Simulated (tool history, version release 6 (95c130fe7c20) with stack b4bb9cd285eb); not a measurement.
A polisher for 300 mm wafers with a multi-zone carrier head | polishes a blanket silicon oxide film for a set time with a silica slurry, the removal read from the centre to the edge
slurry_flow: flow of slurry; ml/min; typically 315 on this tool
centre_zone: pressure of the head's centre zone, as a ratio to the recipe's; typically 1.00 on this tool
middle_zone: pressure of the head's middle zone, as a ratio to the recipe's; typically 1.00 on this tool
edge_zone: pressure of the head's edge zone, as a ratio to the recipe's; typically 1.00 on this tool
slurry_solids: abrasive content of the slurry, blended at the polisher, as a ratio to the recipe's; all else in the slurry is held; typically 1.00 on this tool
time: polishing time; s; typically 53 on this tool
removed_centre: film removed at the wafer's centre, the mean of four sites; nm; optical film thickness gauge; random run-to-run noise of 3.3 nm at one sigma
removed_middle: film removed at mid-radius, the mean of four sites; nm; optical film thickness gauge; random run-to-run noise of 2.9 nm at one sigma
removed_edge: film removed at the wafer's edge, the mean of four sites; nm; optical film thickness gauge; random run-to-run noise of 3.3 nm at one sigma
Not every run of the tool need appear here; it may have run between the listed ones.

run     day  slurry_flow  centre_zone  middle_zone  edge_zone  slurry_solids  time  incoming thickness of the incoming film, nm  removed_centre  removed_middle  removed_edge
  1   0.000          315         1.00         1.00       1.00           0.90    53                                       1252.5           241.5           240.5         242.2
  2   1.033          315         1.00         1.00       1.00           1.00    53                                       1233.9           247.7           241.7         245.5
      2.575  -- worn pad replaced by a new one
  3   3.017          315         1.00         1.00       1.00           1.00    53                                       1248.8           254.3           245.7         252.6
  4   4.483          315         1.04         1.00       1.00           1.00    53                                       1247.4           260.5           247.4         241.4
  5   5.600          315         1.00         1.00       1.00           1.00    53                                       1253.4           243.2           240.9         237.6
      6.783  -- worn pad replaced by a new one
  6   6.871          315         1.00         1.00       1.00           1.00    53                                       1255.5           255.3           249.8         253.0
      7.033  -- centre zone pressure recalibrated
      7.417  -- carrier head's membrane replaced by a new one
  7   8.283          270         1.00         1.00       1.00           1.00    53                                       1247.3           246.1           241.3         244.0
  8   9.779          315         1.00         1.00       1.00           1.00    53                                       1249.1           250.2           237.0         240.5
  9  10.417          315         1.00         1.00       1.00           1.00    53                                       1238.8           237.8           236.6         238.1
 10  10.958          315         1.00         1.00       1.00           1.00    53                                       1236.2           242.7           235.8         237.3
     11.129  -- worn pad replaced by a new one
 11  11.462          315         0.89         1.04       1.00           1.00    46                                       1260.4           196.5           225.8         219.2
 12  12.004          315         1.00         1.00       1.00           1.00    53                                       1246.6           245.7           242.5         246.8
 13  12.929          315         0.89         1.04       1.00           1.00    46                                       1252.6           191.4           222.0         213.9
 14  14.075          245         0.91         1.00       1.00           0.75    53                                       1247.7           195.8           212.4         212.3
     14.171  -- slurry nozzle cleaned
     15.204  -- worn pad replaced by a new one
 15  15.225          315         1.00         1.10       1.00           1.00    61                                       1275.5           298.2           313.8         287.4
     15.725  -- edge zone pressure recalibrated
 16  16.429          375         1.00         1.00       0.90           1.00    53                                       1238.4           253.5           247.2         237.4
 17  17.321          315         1.00         1.00       1.00           1.00    53                                       1279.2           242.8           242.2         248.3
 18  18.175          315         1.00         1.00       1.00           0.85    53                                       1264.1           228.7           230.2         231.9
     19.346  -- worn pad replaced by a new one
 19  19.383          315         1.00         1.00       1.00           1.00    53                                       1240.0           256.0           248.1         250.9
 20  20.083          315         0.94         1.00       1.00           0.80    48                                       1252.2           199.6           205.8         211.8

What if the next run were any one of these 3? Each begins from the tool's condition after run 20:
  A  20.100          315         1.00         1.00       1.00           1.00    53                                       1258.8               ?               ?             ?
  B  20.100          385         1.05         1.00       1.00           0.80    48                                       1258.8               ?               ?             ?
  C  20.100          315         1.09         0.95       0.89           0.90    53                                       1258.8               ?               ?             ?

run  removed_centre  removed_middle  removed_edge
  A           250.1           249.7         249.0
  B           223.9           212.4         211.2
  C           263.1           230.7         231.2
Without the tool's hidden state the same runs would have given:
run  removed_centre  removed_middle  removed_edge
  A           255.6           255.1         254.5
  B           228.8           217.0         215.8
  C           268.8           235.7         236.2
